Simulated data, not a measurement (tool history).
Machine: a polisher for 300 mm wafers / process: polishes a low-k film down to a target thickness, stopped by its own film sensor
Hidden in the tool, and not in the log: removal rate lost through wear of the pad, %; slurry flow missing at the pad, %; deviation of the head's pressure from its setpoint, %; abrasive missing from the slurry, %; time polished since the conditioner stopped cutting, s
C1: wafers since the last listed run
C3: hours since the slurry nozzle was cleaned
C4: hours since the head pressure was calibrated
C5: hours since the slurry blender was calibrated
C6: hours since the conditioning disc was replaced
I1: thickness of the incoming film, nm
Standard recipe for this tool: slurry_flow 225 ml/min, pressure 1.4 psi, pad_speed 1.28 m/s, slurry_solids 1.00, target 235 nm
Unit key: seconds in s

{"run": 1, "hour": 0.0, "slurry_flow": 225, "pressure": 1.4, "pad_speed": 1.28, "slurry_solids": 1.0, "target": 235, "C1": 0, "wafers polished on this pad": 334, "C3": 336.5, "C4": 81.4, "C5": 103.1, "C6": 128.5, "I1": 271.2, "seconds": 119.8}
{"run": 2, "hour": 39.0, "slurry_flow": 225, "pressure": 1.4, "pad_speed": 1.28, "slurry_solids": 1.0, "target": 235, "C1": 250, "wafers polished on this pad": 585, "C3": 375.5, "C4": 120.4, "C5": 142.1, "C6": 167.5, "I1": 268.6, "seconds": 111.1}
{"hour": 133.9, "done": "slurry blender recalibrated"}
{"hour": 148.7, "done": "worn pad replaced by a new one"}
{"run": 3, "hour": 150.2, "slurry_flow": 250, "pressure": 1.4, "pad_speed": 1.28, "slurry_solids": 1.0, "target": 235, "C1": 675, "wafers polished on this pad": 9, "C3": 486.7, "C4": 231.6, "C5": 16.3, "C6": 278.7, "I1": 266.3, "seconds": 104.8}
{"hour": 198.1, "done": "head pressure recalibrated"}
{"run": 4, "hour": 198.6, "slurry_flow": 250, "pressure": 1.4, "pad_speed": 1.28, "slurry_solids": 1.0, "target": 235, "C1": 297, "wafers polished on this pad": 307, "C3": 535.1, "C4": 0.5, "C5": 64.7, "C6": 327.1, "I1": 271.4, "seconds": 118.7}
{"run": 5, "hour": 269.1, "slurry_flow": 250, "pressure": 1.4, "pad_speed": 1.28, "slurry_solids": 1.0, "target": 235, "C1": 452, "wafers polished on this pad": 759, "C3": 605.6, "C4": 71.0, "C5": 135.2, "C6": 397.6, "I1": 265.4, "seconds": 99.3}
{"run": 6, "hour": 305.1, "slurry_flow": 225, "pressure": 1.4, "pad_speed": 1.28, "slurry_solids": 1.0, "target": 235, "C1": 231, "wafers polished on this pad": 991, "C3": 641.6, "C4": 107.0, "C5": 171.2, "C6": 433.6, "I1": 272.8, "seconds": 126.4}
{"hour": 339.2, "done": "slurry blender recalibrated"}
{"hour": 351.3, "done": "worn pad replaced by a new one"}
{"run": 7, "hour": 377.0, "slurry_flow": 225, "pressure": 1.4, "pad_speed": 1.28, "slurry_solids": 0.8, "target": 235, "C1": 423, "wafers polished on this pad": 165, "C3": 713.5, "C4": 178.9, "C5": 37.8, "C6": 505.5, "I1": 270.3, "seconds": 148.2}
{"hour": 413.4, "done": "conditioning disc replaced and pad reconditioned"}
{"hour": 423.7, "done": "slurry nozzle cleaned"}
{"run": 8, "hour": 444.5, "slurry_flow": 225, "pressure": 1.4, "pad_speed": 1.28, "slurry_solids": 0.8, "target": 235, "C1": 414, "wafers polished on this pad": 579, "C3": 20.8, "C4": 246.4, "C5": 105.3, "C6": 31.1, "I1": 269.5, "seconds": 139.7}
{"hour": 490.5, "done": "head pressure recalibrated"}
{"hour": 595.7, "done": "slurry blender recalibrated"}
{"run": 9, "hour": 601.0, "slurry_flow": 225, "pressure": 1.4, "pad_speed": 1.28, "slurry_solids": 1.0, "target": 235, "C1": 979, "wafers polished on this pad": 1558, "C3": 177.3, "C4": 110.5, "C5": 5.3, "C6": 187.6, "I1": 265.9, "seconds": 101.4}
{"hour": 614.9, "done": "worn pad replaced by a new one"}
{"run": 10, "hour": 663.2, "slurry_flow": 225, "pressure": 1.3, "pad_speed": 1.46, "slurry_solids": 1.0, "target": 235, "C1": 373, "wafers polished on this pad": 310, "C3": 239.5, "C4": 172.7, "C5": 67.5, "C6": 249.8, "I1": 269.3, "seconds": 111.1}
{"run": 11, "hour": 734.2, "slurry_flow": 225, "pressure": 1.4, "pad_speed": 1.02, "slurry_solids": 0.8, "target": 235, "C1": 455, "wafers polished on this pad": 766, "C3": 310.5, "C4": 243.7, "C5": 138.5, "C6": 320.8, "I1": 267.3, "seconds": 161.8}
{"hour": 829.3, "done": "head pressure recalibrated"}
{"hour": 842.9, "done": "slurry blender recalibrated"}
{"hour": 867.6, "done": "worn pad replaced by a new one"}
{"run": 12, "hour": 875.2, "slurry_flow": 225, "pressure": 1.0, "pad_speed": 0.96, "slurry_solids": 1.25, "target": 245, "C1": 853, "wafers polished on this pad": 48, "C3": 451.5, "C4": 45.9, "C5": 32.3, "C6": 461.8, "I1": 270.8, "seconds": 129.9}
{"hour": 896.3, "done": "conditioning disc replaced and pad reconditioned"}
{"run": 13, "hour": 916.1, "slurry_flow": 225, "pressure": 1.4, "pad_speed": 0.92, "slurry_solids": 1.0, "target": 242, "C1": 249, "wafers polished on this pad": 298, "C3": 492.4, "C4": 86.8, "C5": 73.2, "C6": 19.8, "I1": 271.9, "seconds": 130.0}
{"run": 14, "hour": 970.2, "slurry_flow": 225, "pressure": 1.4, "pad_speed": 1.28, "slurry_solids": 1.2, "target": 235, "C1": 347, "wafers polished on this pad": 645, "C3": 546.5, "C4": 140.9, "C5": 127.3, "C6": 73.9, "I1": 267.5, "seconds": 97.3}
{"run": 15, "hour": 1001.9, "slurry_flow": 155, "pressure": 1.4, "pad_speed": 1.04, "slurry_solids": 0.75, "target": 224, "C1": 203, "wafers polished on this pad": 849, "C3": 578.2, "C4": 172.6, "C5": 159.0, "C6": 105.6, "I1": 269.2, "seconds": 263.4}
{"run": 16, "hour": 1037.8, "slurry_flow": 225, "pressure": 1.4, "pad_speed": 0.92, "slurry_solids": 1.0, "target": 242, "C1": 230, "wafers polished on this pad": 1079, "C3": 614.1, "C4": 208.5, "C5": 194.9, "C6": 141.5, "I1": 268.5, "seconds": 117.7}
{"run": 17, "hour": 1062.3, "slurry_flow": 225, "pressure": 1.4, "pad_speed": 1.28, "slurry_solids": 1.0, "target": 235, "C1": 157, "wafers polished on this pad": 1237, "C3": 638.6, "C4": 233.0, "C5": 219.4, "C6": 166.0, "I1": 269.6, "seconds": 122.0}
{"hour": 1089.3, "done": "worn pad replaced by a new one"}
{"hour": 1093.6, "done": "slurry blender recalibrated"}
{"run": 18, "hour": 1112.2, "slurry_flow": 225, "pressure": 1.4, "pad_speed": 1.28, "slurry_solids": 0.8, "target": 244, "C1": 281, "wafers polished on this pad": 133, "C3": 688.5, "C4": 282.9, "C5": 18.6, "C6": 215.9, "I1": 270.4, "seconds": 113.2}
{"hour": 1137.3, "done": "slurry nozzle cleaned"}
{"hour": 1159.3, "done": "head pressure recalibrated"}
{"run": 19, "hour": 1160.6, "slurry_flow": 175, "pressure": 1.4, "pad_speed": 1.06, "slurry_solids": 1.1, "target": 226, "C1": 291, "wafers polished on this pad": 425, "C3": 23.3, "C4": 1.3, "C5": 67.0, "C6": 264.3, "I1": 273.0, "seconds": 169.5}

Below, some changes in seconds between adjacent runs. For each, the amount present without the hidden state too (settings, incoming material, random variation) and the amount remaining for the hidden state with gauge scatter not shared by both compared results:
Run 14 -> 15: slurry_flow 225 -> 155, pad_speed 1.28 -> 1.04, slurry_solids 1.20 -> 0.75, target 235 -> 224. seconds +166.1 s: hidden state +15.3, all else +150.8.
